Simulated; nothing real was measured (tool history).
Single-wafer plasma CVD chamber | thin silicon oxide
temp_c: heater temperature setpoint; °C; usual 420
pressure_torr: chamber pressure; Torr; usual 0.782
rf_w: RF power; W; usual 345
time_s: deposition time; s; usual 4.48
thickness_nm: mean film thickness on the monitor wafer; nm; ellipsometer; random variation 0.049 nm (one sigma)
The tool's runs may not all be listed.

run	hour	temp_c	pressure_torr	rf_w	time_s	wafers since the last listed run	hours since the last thermocouple change	hours since the last RF generator calibration	hours since the last manometer calibration	hours since the showerhead was replaced	hours since the gauge calibration	read-back reference wafer on the same gauge, thickness_nm	thickness_nm
1	0	420	0.782	345	4.48	0	1462.2	2214.1	900.8	7212.6	1266.1	10.084	8.987
# hour 20: gauge calibrated
# hour 32.9: capacitance manometer re-zeroed and calibrated
2	35	420	0.782	345	4.48	818	1497.2	2249.1	2.1	7247.6	15	10.114	8.754
3	65.3	420	0.782	345	4.48	918	1527.5	2279.4	32.4	7277.9	45.3	10.135	8.707
4	92.7	420	0.782	345	4.48	830	1554.9	2306.8	59.8	7305.3	72.7	10.123	8.726
5	120	415	0.782	345	4.48	827	1582.2	2334.1	87.1	7332.6	100	10.103	8.751
# hour 139.9: RF generator calibrated
6	148.7	415	0.782	345	4.48	627	1610.9	8.8	115.8	7361.3	128.7	10.076	8.8
7	174.6	420	0.782	345	4.48	784	1636.8	34.7	141.7	7387.2	154.6	10.103	8.757
8	210	420	0.782	345	4.48	1072	1672.2	70.1	177.1	7422.6	190	10.133	8.769
9	223.3	433	0.624	345	5.17	402	1685.5	83.4	190.4	7435.9	203.3	10.103	7.96
10	242.9	414	0.782	295	4.84	593	1705.1	103	210	7455.5	222.9	10.1	9.014
11	342.7	420	0.711	305	5.32	3023	1804.9	202.8	309.8	7555.3	322.7	10.123	9.106
# hour 356.8: thermocouple changed; heater temperature recalibrated
# hour 358.9: showerhead replaced
12	359.4	428	0.911	345	4.86	198	2.6	219.5	326.5	0.5	339.4	10.106	10.941
13	370.8	415	0.782	390	4.48	345	14	230.9	337.9	11.9	350.8	10.117	9.135
14	386.2	420	0.782	390	4.48	466	29.4	246.3	353.3	27.3	366.2	10.093	9.223
15	443.3	420	0.782	345	4.48	1730	86.5	303.4	410.4	84.4	423.3	10.117	8.867
16	457.5	420	0.782	345	4.87	430	100.7	317.6	424.6	98.6	437.5	10.102	9.619
17	478.3	420	0.782	345	4.48	630	121.5	338.4	445.4	119.4	458.3	10.098	8.913

Run 18 comes next. What will it give?
18	502.9	428	0.659	400	4.84	745	146.1	363	470	144	482.9	?	?

Run 18 gave read-back reference wafer on the same gauge, thickness_nm 10.108, thickness_nm 8.341 nm.
Without the tool's hidden state the same run would have given thickness_nm 8.143 nm.
